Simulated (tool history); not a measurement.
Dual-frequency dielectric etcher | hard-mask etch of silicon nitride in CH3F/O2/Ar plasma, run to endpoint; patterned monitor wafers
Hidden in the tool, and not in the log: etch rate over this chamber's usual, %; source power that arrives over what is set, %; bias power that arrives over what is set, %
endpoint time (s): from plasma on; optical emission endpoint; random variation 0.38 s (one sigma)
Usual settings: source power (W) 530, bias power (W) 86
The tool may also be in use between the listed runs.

run	day	source power (W)	bias power (W)	wafers since the last listed run	hours since the last wet clean	hours since the last source power generator calibration	hours since the last bias power generator calibration	hours since the last upper electrode change	incoming incoming film thickness, nm	endpoint time (s)
1	0	530	86	0	283	2891.4	3601.1	5437	55.3	61.3
2	0.508	530	86	85	295.2	2903.6	3613.3	5449.2	55	62.2
3	2.067	530	86	263	332.6	2941	3650.7	5486.6	55.2	61.6
4	2.317	530	86	42	338.6	2947	3656.7	5492.6	55	61.2
5	2.575	530	86	43	344.8	2953.2	3662.9	5498.8	54.9	62.2
6	3.038	590	86	78	355.9	2964.3	3674	5509.9	54.8	59.6
7	3.725	500	71	116	372.4	2980.8	3690.5	5526.4	55.2	66.5
# day 5: wet clean of the chamber
8	5.021	530	86	49	0.5	3011.9	3721.6	5557.5	55.1	60.5
9	5.033	530	86	2	0.8	3012.2	3721.9	5557.8	55	59.9
10	5.317	530	86	47	7.6	3019	3728.7	5564.6	55.5	60.8
# day 5.617: source power generator calibrated
11	5.854	530	86	62	20.5	5.7	3741.6	5577.5	55	59.3
12	6.433	530	86	97	34.4	19.6	3755.5	5591.4	55.4	60.6
13	6.842	660	101	69	44.2	29.4	3765.3	5601.2	55	52.9
# day 7.867: bias power generator calibrated
# day 8.2: wet clean of the chamber, repeated, since the last time left the tool worse
14	8.221	530	86	148	0.5	62.5	8.5	5634.3	55.1	64.9
15	8.233	490	103	2	0.8	62.8	8.8	5634.6	55.2	61.9
16	8.483	470	86	42	6.8	68.8	14.8	5640.6	55.3	66.1
# day 10.096: upper electrode replaced
17	10.425	530	92	159	53.4	115.4	61.4	7.9	55.2	62.6
18	10.9	620	94	80	64.8	126.8	72.8	19.3	54.9	58.9
19	11.542	530	86	108	80.2	142.2	88.2	34.7	55.5	64.5
20	11.804	430	96	44	86.5	148.5	94.5	41	55	64.7
21	12.304	440	86	84	98.5	160.5	106.5	53	55.4	66.6
22	12.775	610	73	79	109.8	171.8	117.8	64.3	55.5	64.2
23	13.046	440	75	45	116.3	178.3	124.3	70.8	55.1	69.5

How the hidden state differs across the entries between the runs, from the last listed run before each to the first after it:
Between runs 7 and 8: wet clean of the chamber (day 5)
  etch rate over this chamber's usual, %: 3.98 -> 6.19
  measured less the result without the state, endpoint time (s): -2.7 -> -3.8
Between runs 10 and 11: source power generator calibrated (day 5.617)
  etch rate over this chamber's usual, %: 6.26 -> 6.38
  measured less the result without the state, endpoint time (s): -3.8 -> -3.8
Between runs 13 and 14: bias power generator calibrated (day 7.867); wet clean of the chamber, repeated, since the last time left the tool worse (day 8.2)
  etch rate over this chamber's usual, %: 6.6 -> 0.108
  measured less the result without the state, endpoint time (s): -3.5 -> +0
Between runs 16 and 17: upper electrode replaced (day 10.096)
  etch rate over this chamber's usual, %: 0.167 -> 0.601
  measured less the result without the state, endpoint time (s): -0.2 -> -0.3
